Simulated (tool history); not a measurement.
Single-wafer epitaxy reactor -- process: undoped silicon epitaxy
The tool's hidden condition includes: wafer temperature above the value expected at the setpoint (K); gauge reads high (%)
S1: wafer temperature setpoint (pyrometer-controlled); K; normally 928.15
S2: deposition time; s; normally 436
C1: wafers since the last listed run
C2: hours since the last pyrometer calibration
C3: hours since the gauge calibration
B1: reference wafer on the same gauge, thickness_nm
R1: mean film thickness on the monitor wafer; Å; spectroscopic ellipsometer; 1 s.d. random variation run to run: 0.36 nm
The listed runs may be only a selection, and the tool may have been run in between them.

run,day,S1,S2,C1,C2,C3,B1,R1
1,0.000,920.15,436,0,1658.8,597.4,87.498,695.60
2,2.800,920.15,436,376,1726.0,664.6,87.486,692.92
3,4.083,920.15,436,172,1756.8,695.4,87.488,690.77
4,5.300,928.15,477,163,1786.0,724.6,87.532,882.88
5,6.529,919.15,436,165,1815.5,754.1,87.431,682.10
6,7.550,919.15,436,137,1840.0,778.6,87.460,680.34
7,10.333,919.15,436,374,1906.8,845.4,87.518,685.90
8,11.725,928.15,436,187,1940.2,878.8,87.508,809.58
9,12.908,928.15,436,159,1968.6,907.2,87.551,799.61
10,15.404,928.15,436,335,2028.5,967.1,87.562,799.57
11,16.838,928.15,436,192,2062.9,1001.5,87.534,800.38
12,17.846,928.15,436,135,2087.1,1025.7,87.523,798.72
13,22.462,928.15,436,620,2197.9,1136.5,87.430,797.23
14,24.408,919.15,400,261,2244.6,1183.2,87.496,617.91
15,32.496,918.15,476,1087,2438.7,1377.3,87.572,708.06
# day 35.429: gauge calibrated
16,35.783,928.15,436,442,2517.6,8.5,87.506,789.56
17,37.633,939.15,509,248,2562.0,52.9,87.502,1131.90
18,38.692,938.15,497,142,2587.4,78.3,87.531,1086.76
# day 39.842: pyrometer calibrated
19,40.729,928.15,521,229,21.3,127.2,87.556,981.04
20,43.271,942.15,469,341,82.3,188.2,87.479,1153.83
21,49.529,939.15,405,841,232.5,338.4,87.619,941.15
22,51.812,941.15,390,307,287.3,393.2,87.492,941.94
23,52.904,928.15,436,146,313.5,419.4,87.549,817.37
24,55.100,942.15,411,295,366.2,472.1,87.460,1003.87
25,57.988,917.15,523,388,435.5,541.4,87.428,791.93
26,60.467,928.15,373,333,495.0,600.9,87.523,699.06

Alternative continuations, all from the tool just after run 26; predict every row:
A,60.488,928.15,519,2,495.5,601.4,?,?
B,60.488,928.15,404,2,495.5,601.4,?,?
C,60.488,916.15,380,2,495.5,601.4,?,?

run,B1,R1
A,87.517,970.34
B,87.517,755.33
C,87.517,564.27
What these runs would have given with no unlogged condition in the tool:
run,R1
A,976.28
B,759.95
C,567.81
